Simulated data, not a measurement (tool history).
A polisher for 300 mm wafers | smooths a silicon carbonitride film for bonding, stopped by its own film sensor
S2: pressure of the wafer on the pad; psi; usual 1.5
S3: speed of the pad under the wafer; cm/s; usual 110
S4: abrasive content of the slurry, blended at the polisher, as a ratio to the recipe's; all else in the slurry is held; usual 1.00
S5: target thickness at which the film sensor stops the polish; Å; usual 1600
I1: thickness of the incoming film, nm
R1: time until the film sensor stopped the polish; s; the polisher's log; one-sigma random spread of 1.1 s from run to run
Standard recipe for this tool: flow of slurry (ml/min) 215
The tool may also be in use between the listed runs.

run 1 hour=0.0 | flow_of_slurry_(ml/min)=215 S2=1.5 S3=110 S4=1.00 S5=1600 | I1=179.1 | R1=78.8
run 2 hour=45.1 | flow_of_slurry_(ml/min)=215 S2=1.5 S3=110 S4=1.00 S5=1600 | I1=177.6 | R1=73.2
-- hour=81.3 worn pad replaced by a new one
run 3 hour=84.9 | flow_of_slurry_(ml/min)=215 S2=1.5 S3=110 S4=1.00 S5=1600 | I1=182.4 | R1=91.8
-- hour=132.5 slurry blender recalibrated
run 4 hour=136.0 | flow_of_slurry_(ml/min)=215 S2=1.5 S3=110 S4=1.00 S5=1600 | I1=182.7 | R1=92.8
run 5 hour=170.7 | flow_of_slurry_(ml/min)=215 S2=1.5 S3=110 S4=1.00 S5=1600 | I1=181.9 | R1=90.0
-- hour=215.0 worn pad replaced by a new one
run 6 hour=236.0 | flow_of_slurry_(ml/min)=215 S2=1.5 S3=110 S4=1.00 S5=1600 | I1=180.1 | R1=82.4
-- hour=254.7 slurry nozzle cleaned
run 7 hour=272.6 | flow_of_slurry_(ml/min)=215 S2=1.5 S3=110 S4=1.00 S5=1600 | I1=176.8 | R1=68.9
run 8 hour=300.2 | flow_of_slurry_(ml/min)=215 S2=1.5 S3=110 S4=1.20 S5=1640 | I1=179.8 | R1=60.7
run 9 hour=340.7 | flow_of_slurry_(ml/min)=180 S2=1.5 S3=126 S4=1.25 S5=1630 | I1=179.0 | R1=56.4
-- hour=345.0 worn pad replaced by a new one
-- hour=361.5 slurry blender recalibrated
-- hour=380.1 head pressure recalibrated
run 10 hour=406.6 | flow_of_slurry_(ml/min)=165 S2=1.1 S3=110 S4=1.00 S5=1600 | I1=180.2 | R1=120.8
run 11 hour=441.9 | flow_of_slurry_(ml/min)=215 S2=1.5 S3=110 S4=1.00 S5=1600 | I1=179.0 | R1=78.0
-- hour=480.8 worn pad replaced by a new one
run 12 hour=481.8 | flow_of_slurry_(ml/min)=175 S2=1.5 S3=92 S4=1.00 S5=1670 | I1=180.8 | R1=67.9
run 13 hour=514.4 | flow_of_slurry_(ml/min)=280 S2=1.7 S3=110 S4=0.90 S5=1600 | I1=181.3 | R1=76.8
run 14 hour=593.0 | flow_of_slurry_(ml/min)=215 S2=1.5 S3=110 S4=1.00 S5=1600 | I1=179.9 | R1=81.0
-- hour=617.4 worn pad replaced by a new one
-- hour=628.7 slurry blender recalibrated
run 15 hour=631.1 | flow_of_slurry_(ml/min)=170 S2=1.5 S3=110 S4=1.00 S5=1600 | I1=177.6 | R1=75.5

Consider 3 possible next runs. They are alternatives, not a sequence: every one starts from the tool as it was left by run 15. What does each give?
run A hour=631.6 | flow_of_slurry_(ml/min)=215 S2=1.5 S3=110 S4=1.00 S5=1600 | I1=178.2 | R1=?
run B hour=631.6 | flow_of_slurry_(ml/min)=215 S2=1.5 S3=132 S4=1.00 S5=1600 | I1=178.2 | R1=?
run C hour=631.6 | flow_of_slurry_(ml/min)=215 S2=1.5 S3=134 S4=1.00 S5=1600 | I1=178.2 | R1=?

run=A R1=75.4
run=B R1=65.2
run=C R1=64.4
Without the tool's unlogged condition, the same runs would have read:
run=A R1=75.4
run=B R1=65.2
run=C R1=64.4
